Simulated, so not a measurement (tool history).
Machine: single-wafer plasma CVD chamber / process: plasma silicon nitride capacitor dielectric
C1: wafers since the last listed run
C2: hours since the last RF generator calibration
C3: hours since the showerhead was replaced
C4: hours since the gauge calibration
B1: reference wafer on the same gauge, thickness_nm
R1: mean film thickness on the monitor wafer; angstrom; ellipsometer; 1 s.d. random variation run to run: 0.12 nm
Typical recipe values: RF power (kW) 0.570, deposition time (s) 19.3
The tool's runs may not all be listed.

run 1 hour=0.0 | RF_power_(kW)=0.570 deposition_time_(s)=19.3 | C1=0 C2=336.1 C3=4992.3 C4=466.7 | B1=30.992 | R1=266.29
run 2 hour=47.9 | RF_power_(kW)=0.570 deposition_time_(s)=19.3 | C1=1270 C2=384.0 C3=5040.2 C4=514.6 | B1=31.004 | R1=268.68
run 3 hour=223.3 | RF_power_(kW)=0.570 deposition_time_(s)=19.3 | C1=4650 C2=559.4 C3=5215.6 C4=690.0 | B1=31.010 | R1=266.98
run 4 hour=274.0 | RF_power_(kW)=0.570 deposition_time_(s)=19.3 | C1=1344 C2=610.1 C3=5266.3 C4=740.7 | B1=31.074 | R1=266.52
run 5 hour=342.1 | RF_power_(kW)=0.500 deposition_time_(s)=21.7 | C1=1805 C2=678.2 C3=5334.4 C4=808.8 | B1=31.022 | R1=279.28
run 6 hour=370.4 | RF_power_(kW)=0.500 deposition_time_(s)=21.7 | C1=750 C2=706.5 C3=5362.7 C4=837.1 | B1=30.912 | R1=279.92
-- hour=485.6 gauge calibrated
-- hour=529.7 RF generator calibrated
run 7 hour=579.2 | RF_power_(kW)=0.500 deposition_time_(s)=21.7 | C1=5324 C2=49.5 C3=5571.5 C4=93.6 | B1=31.057 | R1=287.16
run 8 hour=612.5 | RF_power_(kW)=0.570 deposition_time_(s)=18.1 | C1=882 C2=82.8 C3=5604.8 C4=126.9 | B1=30.958 | R1=253.78
run 9 hour=663.5 | RF_power_(kW)=0.655 deposition_time_(s)=20.9 | C1=1352 C2=133.8 C3=5655.8 C4=177.9 | B1=31.024 | R1=307.96
-- hour=765.6 showerhead replaced
run 10 hour=839.5 | RF_power_(kW)=0.615 deposition_time_(s)=19.3 | C1=4454 C2=309.8 C3=73.9 C4=353.9 | B1=30.945 | R1=276.48
run 11 hour=891.6 | RF_power_(kW)=0.570 deposition_time_(s)=19.3 | C1=1381 C2=361.9 C3=126.0 C4=406.0 | B1=31.007 | R1=265.23
run 12 hour=935.7 | RF_power_(kW)=0.570 deposition_time_(s)=16.2 | C1=1169 C2=406.0 C3=170.1 C4=450.1 | B1=31.048 | R1=221.35
run 13 hour=990.4 | RF_power_(kW)=0.570 deposition_time_(s)=16.2 | C1=1450 C2=460.7 C3=224.8 C4=504.8 | B1=31.053 | R1=222.11
run 14 hour=1035.1 | RF_power_(kW)=0.630 deposition_time_(s)=21.0 | C1=1185 C2=505.4 C3=269.5 C4=549.5 | B1=31.043 | R1=300.60
run 15 hour=1071.6 | RF_power_(kW)=0.570 deposition_time_(s)=16.2 | C1=967 C2=541.9 C3=306.0 C4=586.0 | B1=30.978 | R1=222.13
run 16 hour=1096.3 | RF_power_(kW)=0.495 deposition_time_(s)=17.7 | C1=654 C2=566.6 C3=330.7 C4=610.7 | B1=31.037 | R1=227.68
run 17 hour=1215.6 | RF_power_(kW)=0.520 deposition_time_(s)=22.8 | C1=3163 C2=685.9 C3=450.0 C4=730.0 | B1=31.034 | R1=301.94
run 18 hour=1240.6 | RF_power_(kW)=0.640 deposition_time_(s)=17.4 | C1=662 C2=710.9 C3=475.0 C4=755.0 | B1=30.930 | R1=250.62
run 19 hour=1264.9 | RF_power_(kW)=0.685 deposition_time_(s)=19.3 | C1=644 C2=735.2 C3=499.3 C4=779.3 | B1=30.997 | R1=285.30
run 20 hour=1295.6 | RF_power_(kW)=0.535 deposition_time_(s)=21.4 | C1=813 C2=765.9 C3=530.0 C4=810.0 | B1=30.964 | R1=285.03
run 21 hour=1354.5 | RF_power_(kW)=0.480 deposition_time_(s)=20.7 | C1=1561 C2=824.8 C3=588.9 C4=868.9 | B1=30.996 | R1=264.27
-- hour=1402.7 gauge calibrated
-- hour=1421.1 RF generator calibrated
run 22 hour=1422.6 | RF_power_(kW)=0.685 deposition_time_(s)=19.3 | C1=1593 C2=1.5 C3=657.0 C4=19.9 | B1=31.010 | R1=295.78
run 23 hour=1479.7 | RF_power_(kW)=0.570 deposition_time_(s)=19.3 | C1=1513 C2=58.6 C3=714.1 C4=77.0 | B1=30.989 | R1=272.60
run 24 hour=1510.5 | RF_power_(kW)=0.570 deposition_time_(s)=19.3 | C1=816 C2=89.4 C3=744.9 C4=107.8 | B1=30.965 | R1=271.36
run 25 hour=1547.2 | RF_power_(kW)=0.570 deposition_time_(s)=19.3 | C1=973 C2=126.1 C3=781.6 C4=144.5 | B1=30.969 | R1=273.74
run 26 hour=1588.1 | RF_power_(kW)=0.645 deposition_time_(s)=21.3 | C1=1084 C2=167.0 C3=822.5 C4=185.4 | B1=30.970 | R1=312.76

Predict each of these 5 candidate next runs independently; none follows another, all start after run 26:
run A hour=1588.5 | RF_power_(kW)=0.570 deposition_time_(s)=19.3 | C1=10 C2=167.4 C3=822.9 C4=185.8 | B1=? | R1=?
run B hour=1588.5 | RF_power_(kW)=0.600 deposition_time_(s)=15.7 | C1=10 C2=167.4 C3=822.9 C4=185.8 | B1=? | R1=?
run C hour=1588.5 | RF_power_(kW)=0.570 deposition_time_(s)=17.6 | C1=10 C2=167.4 C3=822.9 C4=185.8 | B1=? | R1=?
run D hour=1588.5 | RF_power_(kW)=0.570 deposition_time_(s)=15.5 | C1=10 C2=167.4 C3=822.9 C4=185.8 | B1=? | R1=?
run E hour=1588.5 | RF_power_(kW)=0.650 deposition_time_(s)=21.5 | C1=10 C2=167.4 C3=822.9 C4=185.8 | B1=? | R1=?

run=A B1=30.932 R1=268.14
run=B B1=30.932 R1=222.77
run=C B1=30.932 R1=244.52
run=D B1=30.932 R1=215.35
run=E B1=30.932 R1=315.02
Take away the tool's hidden state, keep each run's random variation, and the runs would have read:
run=A R1=272.51
run=B R1=226.40
run=C R1=248.51
run=D R1=218.85
run=E R1=320.15
